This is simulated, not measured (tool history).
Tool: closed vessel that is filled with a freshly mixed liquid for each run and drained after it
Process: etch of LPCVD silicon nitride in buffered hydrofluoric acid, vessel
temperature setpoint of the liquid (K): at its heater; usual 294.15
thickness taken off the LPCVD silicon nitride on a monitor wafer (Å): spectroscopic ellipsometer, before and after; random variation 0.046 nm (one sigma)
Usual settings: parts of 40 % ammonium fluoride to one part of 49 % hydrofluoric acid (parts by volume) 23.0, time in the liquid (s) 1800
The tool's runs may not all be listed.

run,hour,temperature setpoint of the liquid (K),parts of 40 % ammonium fluoride to one part of 49 % hydrofluoric acid (parts by volume),time in the liquid (s),"read-back film thickness of the LPCVD silicon nitride reference wafer, read on the same gauge (nm)",thickness taken off the LPCVD silicon nitride on a monitor wafer (Å)
1,0.0,294.15,23.0,1800,30.00,109.4
# hour 27.1: gauge calibrated
2,102.0,294.15,23.0,1800,29.99,110.3
3,116.4,294.15,23.0,1800,29.97,110.2
4,139.5,294.15,16.5,1800,30.02,151.5
# hour 141.5: hydrofluoric acid flow meter replaced
5,155.8,294.15,16.5,1800,30.05,137.4
6,190.7,294.15,16.5,1800,30.01,136.5
7,223.8,294.15,23.0,1800,29.98,102.9
8,237.7,294.15,23.0,1800,29.97,103.6
9,272.4,298.65,30.0,1495,30.00,91.7
10,307.5,294.15,23.0,1800,30.00,103.4
11,343.5,296.15,16.5,2585,30.01,222.3
12,363.3,298.65,28.0,2220,30.00,143.8
# hour 367.7: gauge calibrated
# hour 371.5: thermometer replaced
13,392.9,291.15,23.0,1800,30.01,87.8
14,411.1,294.15,16.0,1800,30.02,144.3
15,431.7,294.15,30.0,1800,30.00,87.0
16,445.6,294.15,23.0,1800,30.01,103.6
17,470.5,294.15,16.5,1800,29.99,140.0

5 ways to go on from here, each from the tool as it stands after run 17. What would each give?
A,471.6,294.15,23.0,1800,?,?
B,471.6,290.65,14.5,1395,?,?
C,471.6,292.65,23.0,1800,?,?
D,471.6,292.65,14.5,2445,?,?
E,471.6,294.15,23.0,2730,?,?

run,"read-back film thickness of the LPCVD silicon nitride reference wafer, read on the same gauge (nm)",thickness taken off the LPCVD silicon nitride on a monitor wafer (Å)
A,30.00,103.9
B,30.00,100.9
C,30.00,95.5
D,30.00,198.0
E,30.00,157.5
Without the tool's hidden state the same runs would have given:
run,thickness taken off the LPCVD silicon nitride on a monitor wafer (Å)
A,101.5
B,97.6
C,93.3
D,191.7
E,153.9

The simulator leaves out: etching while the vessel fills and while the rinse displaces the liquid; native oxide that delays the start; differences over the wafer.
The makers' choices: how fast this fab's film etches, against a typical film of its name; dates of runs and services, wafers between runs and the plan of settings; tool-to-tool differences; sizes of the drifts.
